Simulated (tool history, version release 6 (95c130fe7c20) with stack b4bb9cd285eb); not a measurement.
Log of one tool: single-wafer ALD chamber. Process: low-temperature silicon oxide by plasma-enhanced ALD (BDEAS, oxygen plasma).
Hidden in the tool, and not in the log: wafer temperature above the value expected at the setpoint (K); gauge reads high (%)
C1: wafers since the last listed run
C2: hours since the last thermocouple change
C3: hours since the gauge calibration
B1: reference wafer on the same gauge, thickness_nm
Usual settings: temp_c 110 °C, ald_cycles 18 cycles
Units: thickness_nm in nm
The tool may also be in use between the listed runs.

Run 1, hour 0: usual settings; C1 0; C2 1123.2; C3 586.6; B1 2.258. Result: thickness_nm 2.486 nm.
Run 2, hour 88.9: usual settings; C1 1028; C2 1212.1; C3 675.5; B1 2.253. Result: thickness_nm 2.467 nm.
Run 3, hour 140.8: usual settings; C1 600; C2 1264; C3 727.4; B1 2.249. Result: thickness_nm 2.479 nm.
Run 4, hour 178: usual settings; C1 430; C2 1301.2; C3 764.6; B1 2.246. Result: thickness_nm 2.473 nm.
Run 5, hour 256.8: usual settings; C1 912; C2 1380; C3 843.4; B1 2.243. Result: thickness_nm 2.455 nm.
Run 6, hour 364.7: usual settings; C1 1248; C2 1487.9; C3 951.3; B1 2.233. Result: thickness_nm 2.462 nm.
Run 7, hour 438.1: usual settings but temp_c 101 °C, ald_cycles 21 cycles; C1 849; C2 1561.3; C3 1024.7; B1 2.227. Result: thickness_nm 2.895 nm.
At hour 458.5: gauge calibrated.
Run 8, hour 507.9: usual settings but temp_c 101 °C, ald_cycles 21 cycles; C1 807; C2 1631.1; C3 49.4; B1 2.272. Result: thickness_nm 2.955 nm.
Run 9, hour 574.2: usual settings but temp_c 118 °C, ald_cycles 21 cycles; C1 767; C2 1697.4; C3 115.7; B1 2.273. Result: thickness_nm 2.875 nm.
Run 10, hour 678.2: usual settings but temp_c 99 °C, ald_cycles 16 cycles; C1 1203; C2 1801.4; C3 219.7; B1 2.269. Result: thickness_nm 2.261 nm.

Run 11 comes next. What will it give?
Run 11, hour 747.2: usual settings but temp_c 120 °C, ald_cycles 16 cycles; C1 798; C2 1870.4; C3 288.7; B1 ?. Result: thickness_nm ?.

B1: 2.269
thickness_nm: 2.176 nm
Without the tool's hidden state the same run would have given thickness_nm 2.178 nm.
